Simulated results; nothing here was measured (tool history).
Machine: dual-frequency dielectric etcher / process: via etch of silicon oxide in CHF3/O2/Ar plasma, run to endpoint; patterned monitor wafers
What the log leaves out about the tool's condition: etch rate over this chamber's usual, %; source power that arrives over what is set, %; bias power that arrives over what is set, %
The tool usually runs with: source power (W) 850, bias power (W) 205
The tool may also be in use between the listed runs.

run    hour  source power (W)  bias power (W)  wafers since the last listed run  hours since the last wet clean  hours since the last source power generator calibration  hours since the last bias power generator calibration  hours since the last upper electrode change  incoming incoming film thickness, nm  endpoint time (s)
  1       0              1010             205                                 0                           287.6                                                   4423.6                                                 1666.7                                         2812                                 437.4              189.2
  2      61               850             205                               244                           348.6                                                   4484.6                                                 1727.7                                         2873                                 439.8              202.8
  3    92.3               850             205                               125                           379.9                                                   4515.9                                                   1759                                       2904.3                                 434.8              200.9
  4   128.5               850             205                               145                           416.1                                                   4552.1                                                 1795.2                                       2940.5                                 436.7              201.5
  5   174.1               990             205                               183                           461.7                                                   4597.7                                                 1840.8                                       2986.1                                 433.8              190.4
      218.6  -- wet clean of the chamber
  6   241.7               850             182                               175                            23.1                                                   4665.3                                                 1908.4                                       3053.7                                 433.6              202.7
      368.4  -- bias power generator calibrated
  7   386.3               850             182                               564                           167.7                                                   4809.9                                                   17.9                                       3198.3                                 434.3              203.6
  8   427.7               850             182                               166                           209.1                                                   4851.3                                                   59.3                                       3239.7                                 436.5              205.7
  9   490.9               850             205                               253                           272.3                                                   4914.5                                                  122.5                                       3302.9                                 432.1              197.7
 10   525.3               850             205                               138                           306.7                                                   4948.9                                                  156.9                                       3337.3                                 431.8              198.1
 11   566.8               850             205                               166                           348.2                                                   4990.4                                                  198.4                                       3378.8                                 434.8                200
 12   593.4               740             169                               106                           374.8                                                     5017                                                    225                                       3405.4                                 432.2              217.3
      637.1  -- upper electrode replaced
 13   637.6               850             172                                81                             419                                                   5061.2                                                  269.2                                          0.5                                 436.2              209.1
 14   661.2               850             205                                94                           442.6                                                   5084.8                                                  292.8                                         24.1                                 433.7              200.2
      683.2  -- source power generator calibrated
      694.6  -- wet clean of the chamber
 15   704.4               960             179                               111                             9.8                                                     21.2                                                    336                                         67.3                                 436.4              196.7
 16   772.1               850             237                               271                            77.5                                                     88.9                                                  403.7                                          135                                 441.5              194.2
 17   820.2               990             232                               193                           125.6                                                      137                                                  451.8                                        183.1                                 432.4              181.9
 18   883.3               970             176                               253                           188.7                                                    200.1                                                  514.9                                        246.2                                 425.6              192.6
 19   950.4               930             205                               269                           255.8                                                    267.2                                                    582                                        313.3                                 432.9              192.8
 20  1019.2              1050             205                               276                           324.6                                                      336                                                  650.8                                        382.1                                 433.6              183.9
 21    1050               850             242                               123                           355.4                                                    366.8                                                  681.6                                        412.9                                 437.8              193.4
 22  1107.5               930             205                               230                           412.9                                                    424.3                                                  739.1                                        470.4                                 431.2              192.4

For each entry between runs, how does the tool's hidden state at the last listed run before it compare with that at the first listed run after it?
Run 5 -> run 6: wet clean of the chamber (hour 218.6)
  etch rate over this chamber's usual, %: -1.97 -> -0.0711
  measured value less the no-hidden-state value, endpoint time (s): +3.8 -> +0.1
Run 6 -> run 7: bias power generator calibrated (hour 368.4)
  etch rate over this chamber's usual, %: -0.0711 -> -0.654
  measured value less the no-hidden-state value, endpoint time (s): +0.1 -> +1.3
Run 12 -> run 13: upper electrode replaced (hour 637.1)
  etch rate over this chamber's usual, %: -1.49 -> -1.67
  measured value less the no-hidden-state value, endpoint time (s): +3.3 -> +3.5
Run 14 -> run 15: source power generator calibrated (hour 683.2); wet clean of the chamber (hour 694.6)
  etch rate over this chamber's usual, %: -1.76 -> 0.043
  measured value less the no-hidden-state value, endpoint time (s): +3.5 -> -0.1
